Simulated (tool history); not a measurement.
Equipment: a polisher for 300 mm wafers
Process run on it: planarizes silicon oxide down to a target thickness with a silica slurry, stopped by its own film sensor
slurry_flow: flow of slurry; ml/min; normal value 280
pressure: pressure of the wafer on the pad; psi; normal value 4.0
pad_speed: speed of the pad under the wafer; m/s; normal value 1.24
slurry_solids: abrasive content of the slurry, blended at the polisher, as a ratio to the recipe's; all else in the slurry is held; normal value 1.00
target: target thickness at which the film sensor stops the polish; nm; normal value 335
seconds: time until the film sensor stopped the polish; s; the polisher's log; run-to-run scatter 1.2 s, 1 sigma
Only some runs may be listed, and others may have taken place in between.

run   hour  slurry_flow  pressure  pad_speed  slurry_solids  target  incoming thickness of the incoming film, nm  seconds
  1    0.0          280       4.0       1.54           1.15     335                                        531.2     64.8
  2   10.3          280       4.0       1.54           1.15     335                                        542.7     70.6
  3   24.9          280       4.0       1.54           1.15     335                                        535.5     68.6
  4   34.7          280       4.0       1.24           1.00     335                                        539.1     88.4
  5   83.4          280       4.0       1.24           1.00     335                                        543.9     92.8
  6   90.3          280       4.0       1.24           1.00     335                                        534.5     90.4
  7  106.8          280       4.6       1.24           1.00     335                                        547.8     90.4
     127.6  -- conditioning disc replaced and pad reconditioned
     136.5  -- worn pad replaced by a new one
  8  143.2          200       4.5       1.24           1.30     335                                        541.6     59.7
  9  151.0          245       2.6       1.24           1.00     335                                        546.9    108.6
 10  164.5          280       4.0       1.24           1.20     335                                        535.1     66.9
     179.5  -- slurry blender recalibrated
 11  205.9          280       4.0       1.24           1.00     335                                        537.2     74.8
     236.0  -- head pressure recalibrated
 12  251.8          280       4.0       1.24           1.00     335                                        542.5     81.6
 13  265.6          370       4.0       1.52           0.75     407                                        541.2     54.0
 14  273.2          280       4.0       1.24           1.00     335                                        533.3     83.1
 15  279.4          280       4.0       1.24           1.00     335                                        544.5     88.9
     291.6  -- worn pad replaced by a new one
 16  292.5          280       5.4       0.96           1.15     335                                        539.5     66.8
 17  305.5          280       4.0       1.24           1.00     355                                        538.2     67.3
 18  319.1          220       4.0       1.24           1.00     405                                        535.9     51.5
 19  335.9          280       3.6       1.58           1.00     368                                        533.7     59.1
 20  345.6          200       4.0       0.82           1.20     378                                        540.0     82.0
 21  351.8          360       4.6       1.46           1.00     335                                        543.2     63.5
 22  367.9          335       4.0       1.00           1.00     335                                        540.2     95.7
 23  385.4          340       2.9       1.24           1.00     335                                        548.3    114.8
 24  435.6          280       4.0       1.24           1.00     335                                        540.3     93.1
 25  452.0          340       5.0       1.24           0.75     311                                        541.9    100.4
 26  466.1          205       4.0       0.98           1.00     335                                        541.1    110.9
     477.2  -- worn pad replaced by a new one
 27  477.8          280       2.9       1.24           1.00     399                                        536.6     73.1

Results per run with the tool's hidden condition removed, run-to-run variation unchanged:
Hidden state present: removal rate lost through wear of the pad, %; slurry flow missing at the pad, %; deviation of the head's pressure from its setpoint, %; abrasive missing from the slurry, %; time polished since the conditioner stopped cutting, s.
run  seconds
  1     51.1
  2     54.9
  3     52.3
  4     69.0
  5     68.0
  6     65.5
  7     62.7
  8     56.8
  9    103.7
 10     62.0
 11     65.3
 12     66.6
 13     42.4
 14     65.7
 15     69.7
 16     59.8
 17     59.4
 18     44.6
 19     49.2
 20     71.2
 21     50.8
 22     79.4
 23     93.9
 24     68.8
 25     70.3
 26     81.0
 27     62.5

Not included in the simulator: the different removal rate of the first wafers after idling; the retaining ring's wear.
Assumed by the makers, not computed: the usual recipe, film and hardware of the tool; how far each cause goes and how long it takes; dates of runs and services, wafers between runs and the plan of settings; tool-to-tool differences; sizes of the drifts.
